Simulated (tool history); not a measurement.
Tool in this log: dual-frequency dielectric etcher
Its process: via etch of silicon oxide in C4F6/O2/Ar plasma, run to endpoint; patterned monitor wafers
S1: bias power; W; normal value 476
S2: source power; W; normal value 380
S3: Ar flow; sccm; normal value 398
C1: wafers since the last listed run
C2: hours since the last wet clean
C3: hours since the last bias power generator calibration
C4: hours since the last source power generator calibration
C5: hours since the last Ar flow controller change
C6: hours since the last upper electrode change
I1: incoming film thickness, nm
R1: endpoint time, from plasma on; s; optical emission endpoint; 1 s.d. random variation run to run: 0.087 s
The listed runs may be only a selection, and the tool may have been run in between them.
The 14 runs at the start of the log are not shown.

run	hour	S1	S2	S3	C1	C2	C3	C4	C5	C6	I1	R1
15	400	587	450	425	256	478.5	1742.2	5286.4	192.5	3289.9	83.7	16.8
16	414.8	476	380	431	199	493.3	1757	5301.2	207.3	3304.7	84.1	20
17	443.3	570	380	398	384	521.8	1785.5	5329.7	235.8	3333.2	85	18.4
18	471.1	515	310	349	374	549.6	1813.3	5357.5	263.6	3361	83.6	20.7
# hour 513.6: bias power generator calibrated
# hour 517.1: upper electrode replaced, of another model than before
19	517.6	560	430	398	526	596.1	4	5404	310.1	0.5	84.7	17.6
20	526.4	446	340	327	118	604.9	12.8	5412.8	318.9	9.3	83.7	21.4
21	547.3	395	410	366	281	625.8	33.7	5433.7	339.8	30.2	84.6	19.7
22	563	389	430	356	211	641.5	49.4	5449.4	355.5	45.9	84.6	19.4
# hour 593: wet clean of the chamber
# hour 593: source power generator calibrated
23	593.5	476	380	398	357	0.5	79.9	0.5	386	76.4	84.4	19.3
24	605.9	521	380	445	167	12.9	92.3	12.9	398.4	88.8	82.9	18.4
25	633.3	476	380	398	369	40.3	119.7	40.3	425.8	116.2	83.5	18.9
26	666.3	560	430	398	445	73.3	152.7	73.3	458.8	149.2	84.2	16.8
27	694	581	380	398	373	101	180.4	101	486.5	176.9	84.2	18.2
28	725.7	524	380	316	427	132.7	212.1	132.7	518.2	208.6	85.3	18.5
29	748.3	476	350	398	304	155.3	234.7	155.3	540.8	231.2	83.7	20.4
30	773	476	380	325	333	180	259.4	180	565.5	255.9	83.4	18.7

Each row is a separate what-if for the run after 30, all from the same tool condition, not one after another. Results?
A	773.4	476	380	398	5	180.4	259.8	180.4	565.9	256.3	83.5	?
B	773.4	476	300	398	5	180.4	259.8	180.4	565.9	256.3	83.5	?
C	773.4	587	430	330	5	180.4	259.8	180.4	565.9	256.3	83.5	?

run	R1
A	19.3
B	23.3
C	16.3
Without the tool's unlogged condition, the same runs would have read:
run	R1
A	18.9
B	22.9
C	16.1
